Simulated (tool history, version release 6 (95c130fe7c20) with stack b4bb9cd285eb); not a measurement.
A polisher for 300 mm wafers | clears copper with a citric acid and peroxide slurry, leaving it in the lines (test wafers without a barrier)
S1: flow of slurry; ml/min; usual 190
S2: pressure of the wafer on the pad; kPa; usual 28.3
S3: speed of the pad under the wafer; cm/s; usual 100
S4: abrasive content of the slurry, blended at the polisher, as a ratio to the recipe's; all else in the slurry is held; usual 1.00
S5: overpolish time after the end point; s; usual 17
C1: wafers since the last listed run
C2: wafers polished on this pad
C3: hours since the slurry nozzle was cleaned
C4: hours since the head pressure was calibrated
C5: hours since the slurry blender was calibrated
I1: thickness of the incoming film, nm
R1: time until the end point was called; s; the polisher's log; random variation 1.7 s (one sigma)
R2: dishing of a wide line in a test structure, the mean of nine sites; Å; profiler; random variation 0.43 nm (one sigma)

run,hour,S1,S2,S3,S4,S5,C1,C2,C3,C4,C5,I1,R1,R2
1,0.0,190,28.3,100,1.00,17,0,2174,28.9,557.7,345.2,385.6,122.1,341
# hour 42.5: slurry blender recalibrated
# hour 58.5: head pressure recalibrated
# hour 66.7: worn pad replaced by a new one
2,97.4,190,28.3,100,1.00,17,605,207,126.3,38.9,54.9,384.9,117.0,357
3,155.6,190,28.3,100,1.00,17,393,601,184.5,97.1,113.1,393.7,118.1,346
4,216.7,190,28.3,100,1.00,17,413,1015,245.6,158.2,174.2,388.4,117.5,351
5,309.3,190,28.3,100,1.20,17,626,1642,338.2,250.8,266.8,388.4,116.9,352
# hour 384.1: worn pad replaced by a new one
6,399.4,190,28.3,100,1.20,17,582,103,428.3,340.9,356.9,387.9,119.4,352
# hour 427.9: slurry blender recalibrated
7,450.8,190,28.3,116,1.00,17,334,437,479.7,392.3,22.9,394.4,107.9,385
# hour 553.5: slurry nozzle cleaned
8,554.0,190,28.3,100,1.00,17,691,1129,0.5,495.5,126.1,388.9,121.8,340
9,633.6,190,28.3,100,1.00,17,538,1668,80.1,575.1,205.7,392.4,121.2,338
# hour 735.3: worn pad replaced by a new one
# hour 738.8: head pressure recalibrated
# hour 798.9: slurry blender recalibrated
10,862.3,190,28.3,100,1.00,17,1493,832,308.8,123.5,63.4,385.6,115.8,348
11,935.1,190,28.3,100,1.00,17,492,1324,381.6,196.3,136.2,391.9,119.8,350
12,1037.1,190,28.3,100,1.00,17,690,2015,483.6,298.3,238.2,397.8,120.8,339
# hour 1094.9: worn pad replaced by a new one
# hour 1183.3: slurry blender recalibrated
13,1226.8,190,28.3,100,1.00,17,1243,878,673.3,488.0,43.5,398.5,136.5,316
# hour 1233.0: slurry nozzle cleaned
14,1284.7,245,31.0,100,1.25,9,385,1264,51.7,545.9,101.4,385.4,103.7,217
15,1325.3,190,20.0,100,0.90,17,274,1538,92.3,586.5,142.0,385.0,145.8,283
16,1383.3,190,31.7,100,0.85,17,392,1931,150.3,644.5,200.0,388.1,119.5,342
# hour 1424.3: worn pad replaced by a new one
# hour 1431.5: head pressure recalibrated
17,1451.3,190,28.3,100,1.00,17,419,169,218.3,19.8,268.0,392.5,120.1,349
18,1502.1,245,33.1,100,1.00,17,343,513,269.1,70.6,318.8,389.8,103.2,398
# hour 1573.9: slurry blender recalibrated
19,1578.9,190,24.1,68,1.00,9,506,1019,345.9,147.4,5.0,387.8,189.2,130
20,1642.1,190,24.1,86,1.00,17,427,1447,409.1,210.6,68.2,394.2,151.8,276
21,1716.5,190,28.3,100,1.00,8,503,1950,483.5,285.0,142.6,388.3,120.1,175
# hour 1760.1: worn pad replaced by a new one
22,1826.0,190,28.3,100,1.00,17,714,446,593.0,394.5,252.1,391.6,129.7,323

How the hidden state differs across the entries between the runs, from the last listed run before each to the first after it:
Between runs 1 and 2: slurry blender recalibrated (hour 42.5); head pressure recalibrated (hour 58.5); worn pad replaced by a new one (hour 66.7)
  slurry flow missing at the pad, %: 4.11 -> 5.4; deviation of the head's pressure from its setpoint, %: -6.96 -> 0.259
  measured less the result without the state, R1: +5.7 -> +0.7 s; R2: -14 -> -2 Å
Between runs 5 and 6: worn pad replaced by a new one (hour 384.1)
  slurry flow missing at the pad, %: 13.8 -> 19.7; deviation of the head's pressure from its setpoint, %: -1.31 -> -2.67
  measured less the result without the state, R1: +3.5 -> +5.9 s; R2: -9 -> -15 Å
Between runs 6 and 7: slurry blender recalibrated (hour 427.9)
  slurry flow missing at the pad, %: 19.7 -> 23.7; deviation of the head's pressure from its setpoint, %: -2.67 -> -3.63
  measured less the result without the state, R1: +5.9 -> +6.9 s; R2: -15 -> -22 Å
Between runs 7 and 8: slurry nozzle cleaned (hour 553.5)
  slurry flow missing at the pad, %: 23.7 -> 3.06; deviation of the head's pressure from its setpoint, %: -3.63 -> -5.97
  measured less the result without the state, R1: +6.9 -> +4.9 s; R2: -22 -> -12 Å
Between runs 9 and 10: worn pad replaced by a new one (hour 735.3); head pressure recalibrated (hour 738.8); slurry blender recalibrated (hour 798.9)
  slurry flow missing at the pad, %: 3.61 -> 11.2; deviation of the head's pressure from its setpoint, %: -8.14 -> 0.399
  measured less the result without the state, R1: +6.5 -> +1.8 s; R2: -17 -> -5 Å
Between runs 12 and 13: worn pad replaced by a new one (hour 1094.9); slurry blender recalibrated (hour 1183.3)
  slurry flow missing at the pad, %: 23 -> 41.8; deviation of the head's pressure from its setpoint, %: -1.48 -> -5.29
  measured less the result without the state, R1: +6.1 -> +17.1 s; R2: -15 -> -38 Å
Between runs 13 and 14: slurry nozzle cleaned (hour 1233.0)
  slurry flow missing at the pad, %: 41.8 -> 5.43; deviation of the head's pressure from its setpoint, %: -5.29 -> -6.82
  measured less the result without the state, R1: +17.1 -> +4.8 s; R2: -38 -> -9 Å
Between runs 16 and 17: worn pad replaced by a new one (hour 1424.3); head pressure recalibrated (hour 1431.5)
  slurry flow missing at the pad, %: 7.13 -> 9.27; deviation of the head's pressure from its setpoint, %: -9.81 -> 1.09
  measured less the result without the state, R1: +8.2 -> +1.0 s; R2: -22 -> -2 Å
Between runs 18 and 19: slurry blender recalibrated (hour 1573.9)
  slurry flow missing at the pad, %: 11.4 -> 15.4; deviation of the head's pressure from its setpoint, %: 0.969 -> 0.542
  measured less the result without the state, R1: +0.9 -> +4.3 s; R2: -3 -> -3 Å
Between runs 21 and 22: worn pad replaced by a new one (hour 1760.1)
  slurry flow missing at the pad, %: 25.2 -> 35.2; deviation of the head's pressure from its setpoint, %: -0.977 -> -2.88
  measured less the result without the state, R1: +6.3 -> +11.7 s; R2: -9 -> -27 Å
